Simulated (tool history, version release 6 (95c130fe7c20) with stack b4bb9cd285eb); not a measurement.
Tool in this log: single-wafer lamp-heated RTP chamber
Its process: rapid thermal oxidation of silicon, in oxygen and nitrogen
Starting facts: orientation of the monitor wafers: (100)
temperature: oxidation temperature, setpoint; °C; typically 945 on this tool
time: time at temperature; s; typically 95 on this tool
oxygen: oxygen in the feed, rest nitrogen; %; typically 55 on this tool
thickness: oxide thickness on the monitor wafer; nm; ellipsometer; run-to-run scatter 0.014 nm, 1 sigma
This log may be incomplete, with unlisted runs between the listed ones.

| run | hour | temperature | time | oxygen | read-back reference wafer on the same gauge, thickness | thickness |
|---|---|---|---|---|---|---|
| 1 | 0.0 | 939 | 95 | 69 | 3.532 | 4.161 |
| 2 | 69.9 | 933 | 95 | 73 | 3.531 | 4.061 |
| 3 | 106.8 | 933 | 95 | 73 | 3.532 | 4.061 |
| 4 | 144.5 | 933 | 95 | 73 | 3.533 | 4.071 |
| 5 | 196.7 | 945 | 95 | 55 | 3.531 | 4.089 |
| 6 | 265.9 | 938 | 95 | 55 | 3.532 | 3.941 |
| 7 | 323.5 | 945 | 95 | 55 | 3.529 | 4.148 |
|  | 366.1 | pyrometer window cleaned and pyrometer calibrated |
| 8 | 369.6 | 945 | 95 | 55 | 3.530 | 4.294 |
|  | 427.0 | oxygen flow controller replaced |
| 9 | 441.1 | 945 | 95 | 55 | 3.529 | 4.328 |
| 10 | 494.4 | 945 | 95 | 55 | 3.530 | 4.304 |
| 11 | 562.8 | 945 | 95 | 55 | 3.529 | 4.314 |
| 12 | 594.9 | 945 | 95 | 55 | 3.530 | 4.334 |
| 13 | 624.5 | 945 | 95 | 55 | 3.529 | 4.329 |
| 14 | 654.0 | 945 | 95 | 38 | 3.533 | 3.841 |
| 15 | 718.0 | 945 | 95 | 55 | 3.531 | 4.327 |
| 16 | 788.2 | 958 | 111 | 38 | 3.529 | 4.525 |
| 17 | 826.4 | 945 | 106 | 55 | 3.532 | 4.540 |
|  | 840.3 | pyrometer window cleaned and pyrometer calibrated, repeated, since the last time left the tool worse |
| 18 | 894.4 | 930 | 95 | 55 | 3.530 | 3.629 |
| 19 | 929.7 | 929 | 113 | 43 | 3.529 | 3.591 |
| 20 | 990.1 | 937 | 95 | 55 | 3.531 | 3.787 |
| 21 | 1042.0 | 953 | 69 | 46 | 3.529 | 3.535 |
| 22 | 1088.2 | 957 | 95 | 69 | 3.529 | 4.701 |
| 23 | 1113.0 | 945 | 95 | 37 | 3.530 | 3.597 |
| 24 | 1169.4 | 926 | 95 | 81 | 3.531 | 4.001 |

Run 25, settings as shown, results not yet in. Your forecast:
| 25 | 1207.6 | 945 | 123 | 55 | ? | ? |

read-back reference wafer on the same gauge, thickness: 3.527
thickness: 4.455 nm
On a tool with no hidden condition, and with the same random variation, this run would have come out at thickness 4.398 nm.
